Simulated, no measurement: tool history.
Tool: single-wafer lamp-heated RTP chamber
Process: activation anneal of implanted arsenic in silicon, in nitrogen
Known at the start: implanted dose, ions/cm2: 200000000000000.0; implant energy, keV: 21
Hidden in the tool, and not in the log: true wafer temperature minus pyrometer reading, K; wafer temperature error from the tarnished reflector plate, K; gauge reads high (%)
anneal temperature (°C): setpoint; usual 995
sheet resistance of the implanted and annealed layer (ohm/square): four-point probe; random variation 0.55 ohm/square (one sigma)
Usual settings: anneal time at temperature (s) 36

run,hour,anneal temperature (°C),anneal time at temperature (s),wafers since the last listed run,wafers since the last pyrometer calibration,wafers since the reflector plate was cleaned,hours since the gauge calibration,"read-back reference wafer on the same gauge, sheet resistance",sheet resistance of the implanted and annealed layer (ohm/square)
1,0.0,977,27,0,2906,1953,544.1,297.89,371.32
2,50.9,977,27,551,3457,2505,595.0,298.05,370.25
3,131.5,995,36,873,4331,3379,675.6,297.76,367.24
# hour 161.2: pyrometer window cleaned and pyrometer calibrated
4,169.6,995,36,326,90,3705,713.7,297.88,367.56
5,269.6,995,36,1084,1174,4789,813.7,297.75,367.74
6,323.6,995,36,585,1760,5375,867.7,297.78,368.04
7,399.0,995,36,817,2577,6192,943.1,297.67,368.28
8,462.0,1006,24,683,3260,6875,1006.1,297.71,369.10
# hour 501.4: pyrometer window cleaned and pyrometer calibrated
9,504.0,1006,24,368,27,7244,1048.1,297.67,368.08
# hour 577.1: reflector plate cleaned
10,596.1,995,23,911,939,205,1140.2,297.56,369.97
11,644.2,995,36,521,1461,727,1188.3,297.39,368.21
12,727.6,1016,36,904,2365,1631,1271.7,297.25,365.10
13,824.2,995,36,1047,3412,2678,1368.3,297.41,368.67
# hour 838.6: pyrometer window cleaned and pyrometer calibrated
14,904.4,995,36,782,713,3461,1448.5,297.38,368.18
15,1005.2,995,36,1092,1806,4554,1549.3,297.18,366.77
16,1086.1,1011,43,877,2683,5431,1630.2,297.54,364.88
# hour 1105.7: gauge calibrated
17,1173.0,977,27,942,3625,6373,67.3,298.99,372.22
# hour 1225.3: pyrometer window cleaned and pyrometer calibrated
18,1250.2,995,45,750,269,7123,144.5,298.62,367.70
# hour 1303.0: reflector plate cleaned
19,1316.7,975,36,634,903,148,211.0,298.48,369.97
20,1374.4,986,49,625,1529,774,268.7,298.43,368.34
21,1477.5,980,30,1117,2646,1891,371.8,298.18,370.39
22,1577.2,995,36,1080,3727,2972,471.5,297.87,368.19
# hour 1618.9: pyrometer window cleaned and pyrometer calibrated
23,1639.1,995,36,584,219,3557,533.4,297.83,368.19
24,1725.9,972,50,941,1160,4498,620.2,297.92,368.73
25,1789.5,978,15,689,1849,5187,683.8,297.60,372.73
26,1853.9,965,45,698,2547,5885,748.2,297.62,369.96

4 ways to go on from here, each from the tool as it stands after run 26. What would each give?
A,1854.3,995,46,4,2552,5890,748.6,?,?
B,1854.3,1023,21,4,2552,5890,748.6,?,?
C,1854.3,974,36,4,2552,5890,748.6,?,?
D,1854.3,1014,29,4,2552,5890,748.6,?,?

run,"read-back reference wafer on the same gauge, sheet resistance",sheet resistance of the implanted and annealed layer (ohm/square)
A,297.69,366.51
B,297.69,367.22
C,297.69,369.52
D,297.69,366.63
Without the tool's hidden state the same runs would have given:
run,sheet resistance of the implanted and annealed layer (ohm/square)
A,368.21
B,368.93
C,371.25
D,368.34
